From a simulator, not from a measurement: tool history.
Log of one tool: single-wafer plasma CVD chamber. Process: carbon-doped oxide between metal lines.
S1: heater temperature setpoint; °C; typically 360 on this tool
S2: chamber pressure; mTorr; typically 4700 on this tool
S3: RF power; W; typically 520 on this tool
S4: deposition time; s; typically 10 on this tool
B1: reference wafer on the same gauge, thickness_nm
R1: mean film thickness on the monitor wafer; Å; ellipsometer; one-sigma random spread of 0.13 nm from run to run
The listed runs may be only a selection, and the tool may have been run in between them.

Run 1, day 0: usual settings; B1 61.459. Result: R1 512.81 Å.
Run 2, day 2.954: usual settings; B1 61.452. Result: R1 512.58 Å.
Run 3, day 5.108: usual settings; B1 61.532. Result: R1 510.47 Å.
Run 4, day 7.821: usual settings but S1 355 °C; B1 61.585. Result: R1 516.47 Å.
Run 5, day 9.092: usual settings but S1 355 °C; B1 61.491. Result: R1 517.85 Å.
Run 6, day 11.788: usual settings but S4 8.6 s; B1 61.433. Result: R1 439.64 Å.
Run 7, day 13.821: usual settings but S4 8.6 s; B1 61.511. Result: R1 440.58 Å.
Run 8, day 15.238: usual settings but S4 8.6 s; B1 61.545. Result: R1 440.28 Å.
Run 9, day 16.508: usual settings but S2 4380 mTorr, S4 11 s; B1 61.481. Result: R1 554.03 Å.
Run 10, day 17.896: usual settings but S1 352 °C, S4 9.2 s; B1 61.56. Result: R1 478.35 Å.
At day 18.554: showerhead replaced.
At day 19.204: gauge calibrated.
Run 11, day 20.404: usual settings but S3 600 W; B1 61.513. Result: R1 542.21 Å.
Run 12, day 22.642: usual settings; B1 61.433. Result: R1 508.43 Å.
At day 23.271: capacitance manometer re-zeroed and calibrated.
Run 13, day 24.054: usual settings but S3 460 W; B1 61.44. Result: R1 485.51 Å.
Run 14, day 26.396: usual settings but S1 364 °C, S2 3970 mTorr, S4 10.7 s; B1 61.481. Result: R1 523.56 Å.
At day 28.575: RF generator calibrated.
Run 15, day 29.321: usual settings; B1 61.517. Result: R1 498 Å.
Run 16, day 30.9: usual settings but S2 5670 mTorr, S4 10.7 s; B1 61.503. Result: R1 550.67 Å.
Run 17, day 33.321: usual settings but S2 5390 mTorr; B1 61.513. Result: R1 509.6 Å.
At day 34.55: thermocouple changed; heater temperature recalibrated.
Run 18, day 34.571: usual settings; B1 61.486. Result: R1 497.85 Å.
Run 19, day 35.825: usual settings but S1 373 °C, S2 3810 mTorr, S3 590 W, S4 10.9 s; B1 61.44. Result: R1 536.19 Å.
Run 20, day 38.721: usual settings but S1 346 °C, S3 420 W; B1 61.487. Result: R1 467.35 Å.
At day 40.362: RF generator calibrated, repeated, since the last time left the tool worse.
Run 21, day 40.383: usual settings but S2 5560 mTorr; B1 61.48. Result: R1 533.87 Å.
Run 22, day 41.55: usual settings; B1 61.536. Result: R1 519.94 Å.
Run 23, day 44.096: usual settings; B1 61.558. Result: R1 517.28 Å.
Run 24, day 46.038: usual settings but S1 348 °C; B1 61.504. Result: R1 532.8 Å.
Run 25, day 53.162: usual settings but S2 5390 mTorr; B1 61.501. Result: R1 530.4 Å.
Run 26, day 56.138: usual settings but S2 5530 mTorr, S3 575 W; B1 61.557. Result: R1 553.46 Å.
At day 57.488: gauge calibrated.
Run 27, day 58.288: usual settings but S2 4320 mTorr, S4 8.2 s; B1 61.512. Result: R1 419.02 Å.

Exercise: give the hidden state of the tool at every run:
wafer temperature above the value expected at the setpoint (K): 0, the same for each run
true pressure above the setpoint (%): 0, the same for each run
gauge reads high (%): 0, the same for each run
H1: delivered RF power above the setpoint (%)
run      H1
  1   -3.66
  2   -3.83
  3   -3.95
  4    -4.1
  5   -4.17
  6   -4.32
  7   -4.43
  8   -4.51
  9   -4.58
 10   -4.66
 11    -4.8
 12   -4.93
 13   -5.01
 14   -5.14
 15   -9.79
 16   -9.88
 17     -10
 18   -10.1
 19   -10.2
 20   -10.3
 21  -0.567
 22  -0.633
 23  -0.775
 24  -0.883
 25   -1.28
 26   -1.45
 27   -1.57
